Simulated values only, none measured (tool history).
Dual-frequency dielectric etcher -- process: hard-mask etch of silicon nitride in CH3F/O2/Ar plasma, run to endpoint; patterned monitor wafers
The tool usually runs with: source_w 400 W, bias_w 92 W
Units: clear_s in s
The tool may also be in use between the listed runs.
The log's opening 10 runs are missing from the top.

| run | day | source_w | bias_w | wafers since the last listed run | hours since the last wet clean | hours since the last source power generator calibration | hours since the last bias power generator calibration | hours since the last upper electrode change | incoming incoming film thickness, nm | clear_s |
|---|---|---|---|---|---|---|---|---|---|---|
|  | 22.983 | wet clean of the chamber |
| 11 | 24.425 | 400 | 84 | 343 | 34.6 | 1647.8 | 2782.8 | 214.0 | 54.8 | 72.6 |
| 12 | 27.392 | 430 | 101 | 560 | 105.8 | 1719.0 | 2854.0 | 285.2 | 54.8 | 67.1 |
| 13 | 28.600 | 430 | 101 | 228 | 134.8 | 1748.0 | 2883.0 | 314.2 | 54.7 | 67.5 |
| 14 | 31.367 | 360 | 70 | 522 | 201.2 | 1814.4 | 2949.4 | 380.6 | 55.1 | 80.7 |
| 15 | 34.079 | 400 | 100 | 512 | 266.3 | 1879.5 | 3014.5 | 445.7 | 54.2 | 69.0 |
|  | 34.650 | bias power generator calibrated |
| 16 | 35.929 | 330 | 72 | 318 | 310.7 | 1923.9 | 30.7 | 490.1 | 55.2 | 82.9 |
| 17 | 38.146 | 490 | 81 | 418 | 363.9 | 1977.1 | 83.9 | 543.3 | 54.5 | 70.5 |
| 18 | 40.692 | 400 | 72 | 480 | 425.0 | 2038.2 | 145.0 | 604.4 | 54.0 | 76.8 |
| 19 | 42.358 | 300 | 113 | 314 | 465.0 | 2078.2 | 185.0 | 644.4 | 55.2 | 74.6 |
|  | 43.167 | source power generator calibrated |
|  | 43.538 | wet clean of the chamber |
| 20 | 44.521 | 400 | 92 | 307 | 23.6 | 32.5 | 236.9 | 696.3 | 54.0 | 69.4 |
| 21 | 45.667 | 350 | 111 | 216 | 51.1 | 60.0 | 264.4 | 723.8 | 54.8 | 69.4 |
| 22 | 48.242 | 400 | 92 | 486 | 112.9 | 121.8 | 326.2 | 785.6 | 54.5 | 70.5 |
| 23 | 49.642 | 360 | 92 | 264 | 146.5 | 155.4 | 359.8 | 819.2 | 54.8 | 73.3 |
| 24 | 52.054 | 400 | 92 | 455 | 204.4 | 213.3 | 417.7 | 877.1 | 54.4 | 70.7 |
| 25 | 54.600 | 400 | 92 | 480 | 265.5 | 274.4 | 478.8 | 938.2 | 55.0 | 71.9 |
| 26 | 56.571 | 350 | 77 | 372 | 312.8 | 321.7 | 526.1 | 985.5 | 54.5 | 78.6 |
| 27 | 57.617 | 400 | 104 | 197 | 337.9 | 346.8 | 551.2 | 1010.6 | 54.5 | 68.7 |
| 28 | 59.275 | 470 | 70 | 313 | 377.7 | 386.6 | 591.0 | 1050.4 | 54.4 | 74.0 |
| 29 | 61.408 | 440 | 112 | 403 | 428.9 | 437.8 | 642.2 | 1101.6 | 54.7 | 66.1 |
| 30 | 63.458 | 400 | 78 | 387 | 478.1 | 487.0 | 691.4 | 1150.8 | 55.1 | 76.4 |
| 31 | 64.829 | 400 | 92 | 258 | 511.0 | 519.9 | 724.3 | 1183.7 | 54.9 | 72.6 |
|  | 66.704 | wet clean of the chamber |
| 32 | 66.725 | 400 | 92 | 169 | 0.5 | 565.4 | 769.8 | 1229.2 | 54.9 | 70.5 |
| 33 | 69.550 | 350 | 83 | 533 | 68.3 | 633.2 | 837.6 | 1297.0 | 55.1 | 76.2 |
| 34 | 70.775 | 360 | 80 | 231 | 97.7 | 662.6 | 867.0 | 1326.4 | 54.3 | 76.2 |

Alternative continuations, all from the tool just after run 34; predict every row:
| A | 70.792 | 400 | 109 | 3 | 98.1 | 663.0 | 867.4 | 1326.8 | 54.6 | ? |
| B | 70.792 | 400 | 114 | 3 | 98.1 | 663.0 | 867.4 | 1326.8 | 54.6 | ? |
| C | 70.792 | 480 | 100 | 3 | 98.1 | 663.0 | 867.4 | 1326.8 | 54.6 | ? |
| D | 70.792 | 500 | 76 | 3 | 98.1 | 663.0 | 867.4 | 1326.8 | 54.6 | ? |
| E | 70.792 | 340 | 100 | 3 | 98.1 | 663.0 | 867.4 | 1326.8 | 54.6 | ? |

| run | clear_s |
|---|---|
| A | 66.9 |
| B | 65.9 |
| C | 65.2 |
| D | 69.9 |
| E | 72.1 |
Stripped of hidden state, with their random variation kept, the same runs would have yielded:
| run | clear_s |
|---|---|
| A | 66.5 |
| B | 65.5 |
| C | 64.7 |
| D | 69.5 |
| E | 71.6 |

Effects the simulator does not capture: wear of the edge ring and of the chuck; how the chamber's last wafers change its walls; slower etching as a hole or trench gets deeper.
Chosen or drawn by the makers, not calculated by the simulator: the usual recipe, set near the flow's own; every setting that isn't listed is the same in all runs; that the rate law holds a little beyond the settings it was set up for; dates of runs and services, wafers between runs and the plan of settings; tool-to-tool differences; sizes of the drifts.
